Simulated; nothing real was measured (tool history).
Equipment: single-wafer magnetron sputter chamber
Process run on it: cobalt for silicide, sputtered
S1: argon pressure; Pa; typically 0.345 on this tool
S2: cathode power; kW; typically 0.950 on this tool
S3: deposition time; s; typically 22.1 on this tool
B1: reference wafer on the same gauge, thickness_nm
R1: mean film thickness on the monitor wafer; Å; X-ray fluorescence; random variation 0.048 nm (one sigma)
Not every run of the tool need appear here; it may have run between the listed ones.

Run 1, hour 0.0: usual settings; B1 8.821. Result: R1 105.18 Å.
Run 2, hour 25.2: usual settings; B1 8.829. Result: R1 105.12 Å.
Run 3, hour 60.3: usual settings; B1 8.831. Result: R1 105.42 Å.
Run 4, hour 96.0: usual settings; B1 8.837. Result: R1 105.24 Å.
Run 5, hour 129.5: usual settings but S1 0.434 Pa, S3 20.4 s; B1 8.825. Result: R1 95.40 Å.
Run 6, hour 162.8: usual settings; B1 8.827. Result: R1 104.85 Å.
Run 7, hour 180.2: usual settings; B1 8.848. Result: R1 105.94 Å.
Run 8, hour 198.7: usual settings; B1 8.856. Result: R1 105.84 Å.
Run 9, hour 220.4: usual settings; B1 8.837. Result: R1 104.98 Å.
At hour 237.0: capacitance manometer re-zeroed and calibrated.
Run 10, hour 255.4: usual settings; B1 8.870. Result: R1 105.45 Å.
Run 11, hour 285.6: usual settings; B1 8.849. Result: R1 105.90 Å.
Run 12, hour 301.4: usual settings; B1 8.857. Result: R1 105.64 Å.
At hour 312.5: sputter target and shields replaced.
Run 13, hour 327.8: usual settings; B1 8.846. Result: R1 106.20 Å.
Run 14, hour 340.4: usual settings; B1 8.862. Result: R1 105.75 Å.
Run 15, hour 392.5: usual settings; B1 8.856. Result: R1 106.16 Å.
Run 16, hour 413.2: usual settings; B1 8.853. Result: R1 105.65 Å.
At hour 431.4: gauge calibrated.
At hour 444.6: magnet pack replaced.
Run 17, hour 446.3: usual settings; B1 8.558. Result: R1 101.73 Å.
Run 18, hour 482.3: usual settings but S1 0.266 Pa, S3 17.8 s; B1 8.595. Result: R1 85.15 Å.
Run 19, hour 498.1: usual settings but S1 0.281 Pa, S2 1.050 kW, S3 25.7 s; B1 8.593. Result: R1 130.92 Å.
Run 20, hour 520.3: usual settings; B1 8.615. Result: R1 103.34 Å.
Run 21, hour 541.8: usual settings but S2 1.150 kW, S3 24.7 s; B1 8.621. Result: R1 132.57 Å.
Run 22, hour 556.3: usual settings but S1 0.391 Pa, S2 1.050 kW; B1 8.643. Result: R1 110.25 Å.
Run 23, hour 589.0: usual settings; B1 8.660. Result: R1 103.21 Å.
Run 24, hour 605.5: usual settings but S2 1.000 kW, S3 24.9 s; B1 8.669. Result: R1 121.07 Å.
At hour 642.3: sputter target and shields replaced.
Run 25, hour 642.8: usual settings; B1 8.679. Result: R1 104.13 Å.
Run 26, hour 657.5: usual settings but S1 0.221 Pa, S3 26.2 s; B1 8.694. Result: R1 126.89 Å.
Run 27, hour 675.0: usual settings but S3 23.6 s; B1 8.700. Result: R1 111.06 Å.
Run 28, hour 701.9: usual settings but S1 0.393 Pa, S2 0.850 kW, S3 20.4 s; B1 8.712. Result: R1 87.42 Å.
Run 29, hour 728.1: usual settings but S3 19.7 s; B1 8.716. Result: R1 92.59 Å.
Run 30, hour 785.1: usual settings; B1 8.744. Result: R1 104.82 Å.
Run 31, hour 816.7: usual settings; B1 8.764. Result: R1 104.70 Å.
Run 32, hour 848.6: usual settings but S3 20.8 s; B1 8.767. Result: R1 98.11 Å.
Run 33, hour 877.3: usual settings but S2 1.050 kW; B1 8.795. Result: R1 113.04 Å.
Run 34, hour 891.3: usual settings but S1 0.258 Pa, S3 24.9 s; B1 8.785. Result: R1 120.41 Å.

5 options for the next run, each taken on its own from the tool as it stands now. Forecast them:
Run A, hour 891.7: usual settings; B1 ?. Result: R1 ?.
Run B, hour 891.7: usual settings but S1 0.399 Pa, S2 0.900 kW, S3 19.3 s; B1 ?. Result: R1 ?.
Run C, hour 891.7: usual settings but S2 0.750 kW, S3 19.5 s; B1 ?. Result: R1 ?.
Run D, hour 891.7: usual settings but S3 25.5 s; B1 ?. Result: R1 ?.
Run E, hour 891.7: usual settings but S2 1.100 kW; B1 ?. Result: R1 ?.

run     B1      R1
  A  8.784  105.32
  B  8.784   87.26
  C  8.784   78.59
  D  8.784  121.52
  E  8.784  117.50
Stripped of hidden state, with their random variation kept, the same runs would have yielded:
run      R1
  A  101.86
  B   84.40
  C   76.02
  D  117.53
  E  113.65
